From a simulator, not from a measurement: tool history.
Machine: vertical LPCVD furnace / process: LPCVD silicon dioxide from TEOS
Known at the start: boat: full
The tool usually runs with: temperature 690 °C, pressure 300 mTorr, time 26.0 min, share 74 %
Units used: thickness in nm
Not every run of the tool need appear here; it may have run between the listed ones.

| run | hour | temperature | pressure | time | share | wafers since the last listed run | hours since the last temperature calibration | hours since the pressure gauge was zeroed | hours since the TEOS flow controller was replaced | hours since the gauge calibration | read-back reference wafer on the same gauge, thickness | thickness |
|---|---|---|---|---|---|---|---|---|---|---|---|---|
| 1 | 0.0 | 690 | 300 | 26.0 | 74 | 0 | 2161.4 | 2829.9 | 3148.5 | 250.7 | 143.75 | 156.28 |
| 2 | 51.8 | 690 | 300 | 26.0 | 84 | 913 | 2213.2 | 2881.7 | 3200.3 | 302.5 | 144.31 | 166.77 |
| 3 | 114.9 | 681 | 300 | 26.0 | 74 | 1112 | 2276.3 | 2944.8 | 3263.4 | 365.6 | 144.06 | 127.88 |
| 4 | 171.3 | 690 | 300 | 26.0 | 68 | 994 | 2332.7 | 3001.2 | 3319.8 | 422.0 | 143.85 | 150.12 |
| 5 | 213.9 | 690 | 300 | 26.0 | 68 | 751 | 2375.3 | 3043.8 | 3362.4 | 464.6 | 144.16 | 151.00 |
| 6 | 251.4 | 690 | 300 | 26.0 | 74 | 661 | 2412.8 | 3081.3 | 3399.9 | 502.1 | 143.88 | 157.56 |
| 7 | 319.2 | 690 | 300 | 26.0 | 74 | 1195 | 2480.6 | 3149.1 | 3467.7 | 569.9 | 144.17 | 157.96 |
| 8 | 361.3 | 690 | 300 | 26.0 | 74 | 742 | 2522.7 | 3191.2 | 3509.8 | 612.0 | 144.31 | 157.95 |
| 9 | 430.0 | 690 | 300 | 32.5 | 74 | 1211 | 2591.4 | 3259.9 | 3578.5 | 680.7 | 143.79 | 196.57 |
| 10 | 466.6 | 690 | 300 | 26.0 | 74 | 645 | 2628.0 | 3296.5 | 3615.1 | 717.3 | 144.06 | 157.75 |
| 11 | 491.3 | 686 | 300 | 26.0 | 74 | 435 | 2652.7 | 3321.2 | 3639.8 | 742.0 | 143.98 | 143.27 |
| 12 | 658.6 | 694 | 280 | 34.0 | 78 | 2949 | 2820.0 | 3488.5 | 3807.1 | 909.3 | 143.96 | 225.77 |
|  | 725.9 | thermocouples replaced and temperature profile calibrated |
|  | 739.5 | TEOS flow controller replaced |
| 13 | 740.0 | 690 | 345 | 26.0 | 83 | 771 | 14.1 | 3569.9 | 0.5 | 990.7 | 143.69 | 166.71 |
| 14 | 784.3 | 690 | 345 | 26.0 | 83 | 781 | 58.4 | 3614.2 | 44.8 | 1035.0 | 144.19 | 167.38 |
|  | 833.5 | gauge calibrated |
| 15 | 848.6 | 690 | 300 | 26.0 | 74 | 1133 | 122.7 | 3678.5 | 109.1 | 15.1 | 143.88 | 148.50 |
|  | 887.7 | pressure gauge zeroed |
| 16 | 899.0 | 690 | 300 | 26.0 | 74 | 465 | 173.1 | 11.3 | 159.5 | 65.5 | 143.95 | 149.18 |
| 17 | 935.7 | 690 | 300 | 20.0 | 74 | 647 | 209.8 | 48.0 | 196.2 | 102.2 | 143.86 | 115.08 |
| 18 | 999.7 | 690 | 250 | 26.0 | 74 | 1128 | 273.8 | 112.0 | 260.2 | 166.2 | 143.65 | 136.78 |
| 19 | 1054.0 | 680 | 300 | 26.0 | 74 | 957 | 328.1 | 166.3 | 314.5 | 220.5 | 144.05 | 118.04 |
| 20 | 1084.5 | 690 | 300 | 26.0 | 65 | 537 | 358.6 | 196.8 | 345.0 | 251.0 | 143.85 | 141.29 |
| 21 | 1122.6 | 684 | 300 | 26.0 | 80 | 671 | 396.7 | 234.9 | 383.1 | 289.1 | 144.05 | 135.17 |
| 22 | 1172.2 | 690 | 330 | 26.0 | 74 | 874 | 446.3 | 284.5 | 432.7 | 338.7 | 143.87 | 158.16 |
| 23 | 1219.2 | 686 | 300 | 26.0 | 66 | 828 | 493.3 | 331.5 | 479.7 | 385.7 | 144.16 | 129.39 |
| 24 | 1246.0 | 690 | 300 | 20.0 | 74 | 472 | 520.1 | 358.3 | 506.5 | 412.5 | 143.88 | 115.91 |
| 25 | 1283.0 | 690 | 235 | 21.5 | 64 | 652 | 557.1 | 395.3 | 543.5 | 449.5 | 143.99 | 102.47 |
| 26 | 1342.4 | 690 | 300 | 26.0 | 74 | 1047 | 616.5 | 454.7 | 602.9 | 508.9 | 143.87 | 151.89 |
| 27 | 1387.5 | 690 | 300 | 26.0 | 64 | 795 | 661.6 | 499.8 | 648.0 | 554.0 | 144.12 | 141.74 |
| 28 | 1437.6 | 700 | 300 | 17.5 | 74 | 883 | 711.7 | 549.9 | 698.1 | 604.1 | 144.14 | 129.55 |
| 29 | 1467.0 | 690 | 300 | 26.0 | 61 | 518 | 741.1 | 579.3 | 727.5 | 633.5 | 143.94 | 137.73 |
| 30 | 1492.4 | 690 | 300 | 26.0 | 74 | 447 | 766.5 | 604.7 | 752.9 | 658.9 | 144.01 | 152.51 |

Hidden state, per run?
true pressure minus gauge reading, mTorr: 0 across all the runs
deviation of the TEOS flow from its setpoint, %: 0 across all the runs
gauge reads high (%): 0 across all the runs
H1: true tube temperature minus thermocouple reading, K
| run | H1 |
|---|---|
| 1 | 2.83 |
| 2 | 2.85 |
| 3 | 2.87 |
| 4 | 2.88 |
| 5 | 2.9 |
| 6 | 2.91 |
| 7 | 2.93 |
| 8 | 2.94 |
| 9 | 2.95 |
| 10 | 2.96 |
| 11 | 2.97 |
| 12 | 3 |
| 13 | 0.0863 |
| 14 | 0.197 |
| 15 | 0.35 |
| 16 | 0.463 |
| 17 | 0.542 |
| 18 | 0.675 |
| 19 | 0.781 |
| 20 | 0.838 |
| 21 | 0.908 |
| 22 | 0.994 |
| 23 | 1.07 |
| 24 | 1.12 |
| 25 | 1.17 |
| 26 | 1.26 |
| 27 | 1.33 |
| 28 | 1.4 |
| 29 | 1.44 |
| 30 | 1.47 |
